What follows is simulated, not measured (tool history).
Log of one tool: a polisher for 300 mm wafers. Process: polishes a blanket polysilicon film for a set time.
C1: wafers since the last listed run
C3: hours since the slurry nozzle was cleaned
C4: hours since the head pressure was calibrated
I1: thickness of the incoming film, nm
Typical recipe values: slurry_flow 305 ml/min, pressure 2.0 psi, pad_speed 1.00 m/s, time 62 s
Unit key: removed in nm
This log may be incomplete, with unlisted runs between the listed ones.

run 1 hour=0.0 | slurry_flow=355 pressure=2.0 pad_speed=1.00 time=62 | C1=0 wafers_polished_on_this_pad=433 C3=662.4 C4=605.5 | I1=1097.3 | removed=343.1
run 2 hour=12.2 | slurry_flow=355 pressure=2.0 pad_speed=1.00 time=62 | C1=124 wafers_polished_on_this_pad=557 C3=674.6 C4=617.7 | I1=1084.2 | removed=340.1
run 3 hour=28.2 | slurry_flow=305 pressure=2.0 pad_speed=1.16 time=62 | C1=162 wafers_polished_on_this_pad=720 C3=690.6 C4=633.7 | I1=1081.6 | removed=382.3
run 4 hour=45.3 | slurry_flow=305 pressure=2.0 pad_speed=1.00 time=62 | C1=174 wafers_polished_on_this_pad=894 C3=707.7 C4=650.8 | I1=1102.8 | removed=340.3
run 5 hour=54.2 | slurry_flow=305 pressure=2.0 pad_speed=1.00 time=62 | C1=90 wafers_polished_on_this_pad=984 C3=716.6 C4=659.7 | I1=1093.8 | removed=339.1
run 6 hour=62.6 | slurry_flow=305 pressure=2.0 pad_speed=0.72 time=62 | C1=85 wafers_polished_on_this_pad=1070 C3=725.0 C4=668.1 | I1=1081.8 | removed=263.6
run 7 hour=70.9 | slurry_flow=225 pressure=2.0 pad_speed=1.00 time=62 | C1=84 wafers_polished_on_this_pad=1154 C3=733.3 C4=676.4 | I1=1089.7 | removed=326.6
-- hour=87.8 worn pad replaced by a new one
run 8 hour=88.3 | slurry_flow=225 pressure=2.0 pad_speed=1.00 time=62 | C1=136 wafers_polished_on_this_pad=4 C3=750.7 C4=693.8 | I1=1071.5 | removed=334.1
run 9 hour=99.5 | slurry_flow=305 pressure=2.0 pad_speed=1.00 time=62 | C1=113 wafers_polished_on_this_pad=118 C3=761.9 C4=705.0 | I1=1090.7 | removed=347.0
run 10 hour=113.5 | slurry_flow=305 pressure=2.0 pad_speed=1.00 time=62 | C1=142 wafers_polished_on_this_pad=261 C3=775.9 C4=719.0 | I1=1100.2 | removed=345.8
run 11 hour=125.5 | slurry_flow=305 pressure=2.0 pad_speed=1.00 time=62 | C1=122 wafers_polished_on_this_pad=383 C3=787.9 C4=731.0 | I1=1078.3 | removed=349.6
-- hour=132.6 head pressure recalibrated
run 12 hour=143.1 | slurry_flow=305 pressure=2.0 pad_speed=1.00 time=49 | C1=158 wafers_polished_on_this_pad=542 C3=805.5 C4=10.5 | I1=1100.0 | removed=213.7
run 13 hour=150.9 | slurry_flow=305 pressure=2.0 pad_speed=1.00 time=62 | C1=79 wafers_polished_on_this_pad=621 C3=813.3 C4=18.3 | I1=1091.8 | removed=271.9
run 14 hour=168.7 | slurry_flow=305 pressure=2.0 pad_speed=1.00 time=62 | C1=181 wafers_polished_on_this_pad=802 C3=831.1 C4=36.1 | I1=1076.7 | removed=268.1
run 15 hour=176.6 | slurry_flow=370 pressure=2.3 pad_speed=1.12 time=79 | C1=80 wafers_polished_on_this_pad=883 C3=839.0 C4=44.0 | I1=1072.2 | removed=432.7
run 16 hour=182.8 | slurry_flow=305 pressure=1.6 pad_speed=1.18 time=62 | C1=63 wafers_polished_on_this_pad=946 C3=845.2 C4=50.2 | I1=1084.9 | removed=244.1
-- hour=183.8 slurry nozzle cleaned
-- hour=187.4 head pressure recalibrated, repeated, since the last time left the tool worse
run 17 hour=196.4 | slurry_flow=220 pressure=2.0 pad_speed=1.22 time=74 | C1=107 wafers_polished_on_this_pad=1054 C3=12.6 C4=9.0 | I1=1084.2 | removed=432.1

Run 18 has not been measured yet. What should we expect?
run 18 hour=204.5 | slurry_flow=210 pressure=2.0 pad_speed=1.26 time=62 | C1=82 wafers_polished_on_this_pad=1136 C3=20.7 C4=17.1 | I1=1114.0 | removed=?

Run 18 produced removed 366.7 nm.
Were there no unlogged condition in the tool, this run, its random variation unchanged, would have produced removed 365.8 nm.
